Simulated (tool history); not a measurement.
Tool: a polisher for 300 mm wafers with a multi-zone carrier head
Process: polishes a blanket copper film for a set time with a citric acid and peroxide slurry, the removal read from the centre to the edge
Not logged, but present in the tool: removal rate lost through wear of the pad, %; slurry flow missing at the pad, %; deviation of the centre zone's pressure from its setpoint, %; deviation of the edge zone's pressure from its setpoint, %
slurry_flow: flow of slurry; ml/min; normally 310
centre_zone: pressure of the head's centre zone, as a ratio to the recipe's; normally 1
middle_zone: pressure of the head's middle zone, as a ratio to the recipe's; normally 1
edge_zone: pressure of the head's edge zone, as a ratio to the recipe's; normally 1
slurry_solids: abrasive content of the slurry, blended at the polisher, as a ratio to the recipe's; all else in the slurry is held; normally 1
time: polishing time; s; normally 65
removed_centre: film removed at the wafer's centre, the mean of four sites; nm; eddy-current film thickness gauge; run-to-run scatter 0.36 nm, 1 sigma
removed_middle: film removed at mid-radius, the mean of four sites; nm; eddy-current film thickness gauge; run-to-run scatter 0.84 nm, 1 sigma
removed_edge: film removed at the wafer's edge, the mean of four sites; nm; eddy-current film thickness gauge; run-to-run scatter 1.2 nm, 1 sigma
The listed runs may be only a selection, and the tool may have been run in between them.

run,hour,slurry_flow,centre_zone,middle_zone,edge_zone,slurry_solids,time,wafers since the last listed run,wafers polished on this pad,hours since the slurry nozzle was cleaned,hours since the centre zone pressure was calibrated,hours since the edge zone pressure was calibrated,hours since the carrier head's membrane was replaced,"incoming thickness of the incoming film, nm",removed_centre,removed_middle,removed_edge
1,0,310,1,1,1,1,65,0,946,881.7,1332.7,930.5,1227.5,1207.4,133.6,118.8,117.8
2,10.3,310,1,1,1,1,65,68,1015,892,1343,940.8,1237.8,1193.3,134.4,120.4,119.9
3,17,360,1,1,1,1,65,44,1059,898.7,1349.7,947.5,1244.5,1217.1,135.9,122.3,119.8
4,34,310,1,1,1,1,65,113,1173,915.7,1366.7,964.5,1261.5,1220.3,134.6,119.3,117.9
5,51.9,310,1,1,1,1,65,119,1292,933.6,1384.6,982.4,1279.4,1204.3,135.3,121.2,119.5
# hour 57.6: edge zone pressure recalibrated
# hour 60.9: worn pad replaced by a new one
# hour 65: centre zone pressure recalibrated
# hour 74.2: carrier head's membrane replaced by a new one
6,74.7,310,1,1,1,1,65,70,45,956.4,9.7,17.1,0.5,1229.5,118.3,122.6,120.3
7,75.6,310,1,1,1,1,65,6,51,957.3,10.6,18,1.4,1216.5,118.3,122.9,119
# hour 78.2: slurry nozzle cleaned
8,93.3,365,1,1,0.95,1,74,111,162,15.1,28.3,35.7,19.1,1196,136.8,141.1,133.3
9,107.4,310,1,0.95,1,1,65,94,257,29.2,42.4,49.8,33.2,1189.4,117.6,116.1,117.5
10,117.5,310,1,1,1,1,65,67,324,39.3,52.5,59.9,43.3,1205.3,117.6,121.8,119.9
11,127.2,310,1.08,1,1,1,65,64,389,49,62.2,69.6,53,1227.8,126.6,120.9,119.6
12,134.8,255,1,1.08,0.95,1,65,50,439,56.6,69.8,77.2,60.6,1225.5,114.6,126.5,115.6
13,149.4,415,1,1,1,1.15,65,97,537,71.2,84.4,91.8,75.2,1233,123.8,127.1,126.2
14,156.3,365,1,1.04,1,1.25,65,46,583,78.1,91.3,98.7,82.1,1211.1,125.9,133.6,127.4

Below, each run's measurement less what the same run would have read without the hidden state. Both values contain the same run-to-run variation, but the gauge's scatter may not be the same in both:
run,removed_centre,removed_middle,removed_edge
1,+14.5,-2.1,-2
2,+14.7,-2.1,-2
3,+15,-2.3,-2.1
4,+15.2,-2.3,-2.1
5,+15.7,-2.3,-2.2
6,-1.4,-0.4,-0.4
7,-1.3,-0.4,-0.4
8,-2,-0.9,-0.9
9,-1.9,-1,-1
10,-2,-1.2,-1.2
11,-2.3,-1.3,-1.2
12,-2.2,-1.4,-1.4
13,-2.5,-1.6,-1.6
14,-2.4,-1.7,-1.6
